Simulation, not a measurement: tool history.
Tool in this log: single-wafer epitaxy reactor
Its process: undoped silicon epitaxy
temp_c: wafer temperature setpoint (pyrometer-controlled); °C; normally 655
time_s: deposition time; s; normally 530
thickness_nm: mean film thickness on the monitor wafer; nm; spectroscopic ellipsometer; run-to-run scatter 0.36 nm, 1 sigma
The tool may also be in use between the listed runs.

run	hour	temp_c	time_s	read-back reference wafer on the same gauge, thickness_nm	thickness_nm
1	0	649	468	78.533	71.834
2	15.1	649	468	78.376	71.843
3	21.9	649	468	78.606	71.25
4	34.9	655	530	78.477	93.77
5	46.5	647	530	78.441	77.522
6	57.1	663	530	78.478	112.357
7	65.1	644	530	78.569	72.528
8	74.1	655	530	78.41	92.886
9	84.7	655	530	78.471	93.192
10	97.2	655	530	78.433	93.355
11	114.4	655	530	78.55	93.343
12	124.1	655	495	78.336	88.047
13	135.8	655	495	78.428	87.376
# hour 150: pyrometer calibrated
14	150.5	655	495	78.564	86.785
15	157.8	664	530	78.49	114.481
16	172.4	655	557	78.528	98.096
17	182.4	655	530	78.536	93.434
18	199.5	655	530	78.46	93.085
19	215.5	655	530	78.378	93.597
20	222.3	655	530	78.482	93.66
21	237	647	568	78.671	83.255
22	253.7	663	590	78.53	125.003
23	267.3	644	530	78.508	72.252
24	275.7	655	569	78.47	99.812
25	292	655	495	78.506	87.13
26	305.8	655	530	78.389	92.492
27	315.6	666	425	78.577	95.419
28	331.2	655	530	78.566	93.329
29	338.2	655	576	78.511	101.177
# hour 351.3: gauge calibrated
30	356.1	655	530	78.476	93.196
31	371.7	655	530	78.503	93.968
32	380.7	655	530	78.464	93.423
33	388.8	665	454	78.495	99.761
34	404	655	488	78.659	86.229
35	418.6	651	583	78.632	93.736
36	428.8	665	622	78.427	138.347
37	439.6	651	619	78.458	98.691
38	447.5	670	434	78.48	107.167
39	454.8	669	593	78.472	144.407
40	464.7	655	530	78.58	93.216

Consider 5 possible next runs. They are alternatives, not a sequence: every one starts from the tool as it was left by run 40. What does each give?
A	465.2	655	530	?	?
B	465.2	641	564	?	?
C	465.2	651	499	?	?
D	465.2	647	447	?	?
E	465.2	661	503	?	?

run	read-back reference wafer on the same gauge, thickness_nm	thickness_nm
A	78.534	93.763
B	78.534	71.83
C	78.534	80.454
D	78.534	65.625
E	78.534	102.115
Had the tool no hidden state, the same runs would have come out as:
run	thickness_nm
A	93.763
B	71.83
C	80.454
D	65.625
E	102.115
